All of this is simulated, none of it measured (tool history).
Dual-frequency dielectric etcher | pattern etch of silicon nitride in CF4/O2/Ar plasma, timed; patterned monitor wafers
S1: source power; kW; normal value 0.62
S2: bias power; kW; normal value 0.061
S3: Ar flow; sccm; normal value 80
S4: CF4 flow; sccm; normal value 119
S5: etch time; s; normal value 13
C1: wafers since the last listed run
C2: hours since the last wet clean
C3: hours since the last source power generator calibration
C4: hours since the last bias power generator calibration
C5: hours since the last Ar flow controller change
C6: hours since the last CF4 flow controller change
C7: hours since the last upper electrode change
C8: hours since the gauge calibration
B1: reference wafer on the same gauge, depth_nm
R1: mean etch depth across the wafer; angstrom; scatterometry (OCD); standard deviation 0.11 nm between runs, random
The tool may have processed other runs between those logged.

run	day	S1	S2	S3	S4	S5	C1	C2	C3	C4	C5	C6	C7	C8	B1	R1
1	0	0.62	0.061	80	119	13	0	439.3	2984.8	2443.4	4448.6	6008.3	3260.9	781.2	28.88	312.8
2	1.367	0.62	0.061	80	119	13	606	472.1	3017.6	2476.2	4481.4	6041.1	3293.7	814	28.89	310.3
3	3.125	0.62	0.061	80	140	13	780	514.3	3059.8	2518.4	4523.6	6083.3	3335.9	856.2	28.9	317.3
4	5.588	0.62	0.061	80	140	13	1092	573.4	3118.9	2577.5	4582.7	6142.4	3395	915.3	28.86	316.9
# day 6.508: CF4 flow controller replaced
# day 8.079: wet clean of the chamber
# day 8.233: gauge calibrated
5	8.454	0.62	0.061	80	119	13	717	9	3187.7	2646.3	4651.5	46.7	3463.8	5.3	28.9	312.9
# day 9.433: source power generator calibrated
6	10.508	0.62	0.061	80	119	13	837	58.3	25.8	2695.6	4700.8	96	3513.1	54.6	28.87	304.8
7	13.258	0.62	0.061	80	119	13	1220	124.3	91.8	2761.6	4766.8	162	3579.1	120.6	28.9	302.5
8	15.225	0.62	0.056	62	139	13	872	171.5	139	2808.8	4814	209.2	3626.3	167.8	28.86	305.3
9	16.617	0.62	0.061	92	119	13	617	204.9	172.4	2842.2	4847.4	242.6	3659.7	201.2	28.88	296.9
# day 17.6: bias power generator calibrated
10	18.021	0.72	0.056	69	129	13	549	238.6	206.1	10.1	4881.1	276.3	3693.4	234.9	28.89	350.1
# day 19.229: source power generator calibrated, repeated, since the last time left the tool worse
11	20.108	0.62	0.061	80	119	13	852	288.7	21.1	60.2	4931.2	326.4	3743.5	285	28.92	327.2
12	21.4	0.62	0.061	80	91	13	573	319.7	52.1	91.2	4962.2	357.4	3774.5	316	28.93	314.7
13	23.112	0.53	0.067	80	119	13	759	360.8	93.2	132.3	5003.3	398.5	3815.6	357.1	28.9	284.8
# day 24.221: upper electrode replaced
14	26.033	0.52	0.061	60	119	9	852	430.9	163.3	202.4	5073.4	468.6	43.5	427.2	28.92	191.3
# day 26.629: Ar flow controller replaced
15	28.504	0.62	0.061	80	119	13	985	490.2	222.6	261.7	45	527.9	102.8	486.5	28.9	325.1
# day 30.733: wet clean of the chamber
16	30.754	0.62	0.061	80	146	13	554	0.5	276.6	315.7	99	581.9	156.8	540.5	28.89	329.9
17	31.125	0.53	0.051	99	119	16	164	9.4	285.5	324.6	107.9	590.8	165.7	549.4	28.88	301.8
18	32.296	0.62	0.046	80	119	12	519	37.5	313.6	352.7	136	618.9	193.8	577.5	28.95	263.2
19	33.992	0.5	0.055	63	119	13	752	78.2	354.3	393.4	176.7	659.6	234.5	618.2	28.91	251.3
20	36.546	0.68	0.061	80	119	13	1133	139.5	415.6	454.7	238	720.9	295.8	679.5	28.86	355.6
21	38.558	0.62	0.061	89	119	13	892	187.8	463.9	503	286.3	769.2	344.1	727.8	28.9	318.2

For each run, what was the tool's unlogged condition?
etch rate over this chamber's usual, %: 0 in every run
bias power that arrives over what is set, %: 0 in every run
Ar flow that arrives over what is set, %: 0 in every run
CF4 flow that arrives over what is set, %: 0 in every run
gauge reads high (%): 0 in every run
H1: source power that arrives over what is set, %
run	H1
1	-3.61
2	-3.65
3	-3.7
4	-3.76
5	-3.84
6	-6.27
7	-6.34
8	-6.4
9	-6.43
10	-6.47
11	0.146
12	0.111
13	0.064
14	-0.0159
15	-0.0835
16	-0.145
17	-0.155
18	-0.187
19	-0.234
20	-0.304
21	-0.359
